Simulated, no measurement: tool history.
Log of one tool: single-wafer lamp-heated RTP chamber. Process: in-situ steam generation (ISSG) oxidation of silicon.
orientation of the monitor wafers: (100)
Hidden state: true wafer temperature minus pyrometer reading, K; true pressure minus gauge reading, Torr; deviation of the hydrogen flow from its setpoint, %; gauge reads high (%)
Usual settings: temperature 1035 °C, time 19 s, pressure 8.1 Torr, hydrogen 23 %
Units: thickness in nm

run	day	temperature	time	pressure	hydrogen	wafers since the last listed run	wafers since the last pyrometer calibration	hours since the pressure gauge was zeroed	hours since the hydrogen flow controller was replaced	hours since the gauge calibration	read-back reference wafer on the same gauge, thickness	thickness
1	0	1035	19	8.1	23	0	667	2783.3	4720.5	931.7	7.056	6.547
2	1.896	1035	19	8.1	23	547	1215	2828.8	4766	977.2	7.05	6.516
# day 2.858: gauge calibrated
3	3.121	1035	19	8.1	23	354	1569	2858.2	4795.4	6.3	7.065	6.514
4	5.675	1035	19	8.1	23	738	2307	2919.5	4856.7	67.6	7.047	6.543
5	7.642	1035	19	8.1	23	568	2875	2966.7	4903.9	114.8	7.04	6.537
6	10.517	1035	19	8.1	23	830	3706	3035.7	4972.9	183.8	7.046	6.593
7	11.967	1035	19	8.1	23	419	4125	3070.5	5007.7	218.6	7.048	6.496
8	14.45	1035	19	8.1	23	717	4843	3130.1	5067.3	278.2	7.047	6.559
# day 16.717: pyrometer window cleaned and pyrometer calibrated
9	16.738	1035	19	8.1	23	564	5	3185	5122.2	333.1	7.048	6.491
10	19.038	1035	19	8.6	23	664	670	3240.2	5177.4	388.3	7.045	6.48
11	21.392	1035	19	8.6	23	680	1350	3296.7	5233.9	444.8	7.046	6.524
12	23.883	1035	19	8.6	23	720	2070	3356.5	5293.7	504.6	7.06	6.519
# day 29.596: pressure gauge zeroed
13	31.396	1035	19	8.1	23	2074	4145	43.2	5474	684.9	7.055	6.506
# day 32.4: pyrometer window cleaned and pyrometer calibrated
14	33.812	1035	19	8.1	23	602	408	101.2	5532	742.9	7.052	6.477
15	36.142	1049	16	7.1	23	673	1081	157.1	5587.9	798.8	7.047	6.435
16	38.871	1035	19	7.5	28	788	1869	222.6	5653.4	864.3	7.059	6.853
17	39.892	1021	22	7.3	17	295	2165	247.1	5677.9	888.8	7.053	6.118
18	42.325	1035	19	8.1	23	703	2868	305.5	5736.3	947.2	7.042	6.521
# day 42.917: hydrogen flow controller replaced
19	43.396	1035	19	8.1	23	213	3081	331.2	11.5	972.9	7.039	6.479
20	45.067	1035	19	8.1	23	482	3564	371.3	51.6	1013	7.055	6.523
21	47.146	1035	19	8.6	23	600	4165	421.2	101.5	1062.9	7.044	6.52
22	49.571	1035	12	8.1	23	700	4866	479.4	159.7	1121.1	7.043	5.284
# day 50.204: gauge calibrated
23	51.517	1027	19	9.1	15	562	5428	526.1	206.4	31.5	7.057	5.609
# day 53.446: pyrometer window cleaned and pyrometer calibrated
24	54.112	1035	19	9.3	23	653	192	588.4	268.7	93.8	7.033	6.499
25	56.017	1035	19	8.1	29	550	742	634.1	314.4	139.5	7.043	6.9
26	58.071	1028	19	7.7	23	593	1336	683.4	363.7	188.8	7.045	6.283
27	59.596	1035	19	8.1	23	440	1776	720	400.3	225.4	7.067	6.507
28	63.208	1035	25	8.1	23	1044	2820	806.7	487	312.1	7.042	7.508

Hidden state at the last listed run before each entry between runs and at the first one after, where it differs:
Between runs 2 and 3: gauge calibrated (day 2.858)
  no hidden state differs between the two runs
Between runs 8 and 9: pyrometer window cleaned and pyrometer calibrated (day 16.717)
  no hidden state differs between the two runs
Between runs 12 and 13: pressure gauge zeroed (day 29.596)
  no hidden state differs between the two runs
Between runs 13 and 14: pyrometer window cleaned and pyrometer calibrated (day 32.4)
  no hidden state differs between the two runs
Between runs 18 and 19: hydrogen flow controller replaced (day 42.917)
  no hidden state differs between the two runs
Between runs 22 and 23: gauge calibrated (day 50.204)
  no hidden state differs between the two runs
Between runs 23 and 24: pyrometer window cleaned and pyrometer calibrated (day 53.446)
  no hidden state differs between the two runs

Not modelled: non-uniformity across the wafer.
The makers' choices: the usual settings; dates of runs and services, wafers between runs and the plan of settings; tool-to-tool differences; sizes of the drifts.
